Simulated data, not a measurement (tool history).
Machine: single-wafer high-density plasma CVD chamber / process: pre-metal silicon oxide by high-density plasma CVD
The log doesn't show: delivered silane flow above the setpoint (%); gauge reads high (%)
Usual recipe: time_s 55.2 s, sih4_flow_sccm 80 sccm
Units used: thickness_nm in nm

run,hour,time_s,sih4_flow_sccm,wafers since the last listed run,hours since the silane flow controller was replaced,hours since the gauge calibration,"read-back reference wafer on the same gauge, thickness_nm",thickness_nm
1,0,50.6,80,0,2255.5,1298.9,507.457,415.059
2,58.2,50.6,80,1093,2313.7,1357.1,508.116,414.945
3,262.8,55.2,80,3842,2518.3,1561.7,508.128,456.368
4,345.9,55.2,75,1560,2601.4,1644.8,508.171,426.437
5,442,55.2,75,1804,2697.5,1740.9,507.921,419.686
6,487.1,55.2,75,847,2742.6,1786,507.801,428.599
7,544.1,48.6,85,1070,2799.6,1843,508.334,421.153
# hour 685: gauge calibrated
8,758.9,48.6,85,4034,3014.4,73.9,507.227,422.36
9,799.3,48.6,85,758,3054.8,114.3,508.306,423.53
10,853.1,52.9,91,1010,3108.6,168.1,507.428,491.217
11,909.1,52.9,91,1051,3164.6,224.1,508.313,493.78
12,977.9,52.1,92,1292,3233.4,292.9,508.602,494.696
13,1063.7,55.2,85,1611,3319.2,378.7,507.819,486.465
14,1142.3,55.2,80,1476,3397.8,457.3,507.868,447.953
15,1215.9,51.6,89,1382,3471.4,530.9,507.429,471.235
16,1258.2,48.5,70,794,3513.7,573.2,506.378,345.063
17,1326.4,63.5,89,1280,3581.9,641.4,507.767,578.774
# hour 1396.1: silane flow controller replaced
18,1417.8,47.5,80,1566,21.7,732.8,507.735,392.737
19,1518.3,48.7,80,1887,122.2,833.3,507.077,395.779
20,1557.3,55.2,80,732,161.2,872.3,508.635,453.829
21,1616.5,62.9,64,1111,220.4,931.5,507.624,413.42
22,1722.6,45.7,93,1992,326.5,1037.6,508.798,436.333
23,1768.9,55.2,80,869,372.8,1083.9,507.756,456.116
24,1819.8,55.2,80,955,423.7,1134.8,507.945,453.395
25,2096.8,55.2,75,5202,700.7,1411.8,508.096,425.141

Hidden state at the last listed run before each entry between runs and at the first one after, where it differs:
Run 7 -> run 8: gauge calibrated (hour 685)
  no hidden state differs between the two runs
Run 17 -> run 18: silane flow controller replaced (hour 1396.1)
  no hidden state differs between the two runs

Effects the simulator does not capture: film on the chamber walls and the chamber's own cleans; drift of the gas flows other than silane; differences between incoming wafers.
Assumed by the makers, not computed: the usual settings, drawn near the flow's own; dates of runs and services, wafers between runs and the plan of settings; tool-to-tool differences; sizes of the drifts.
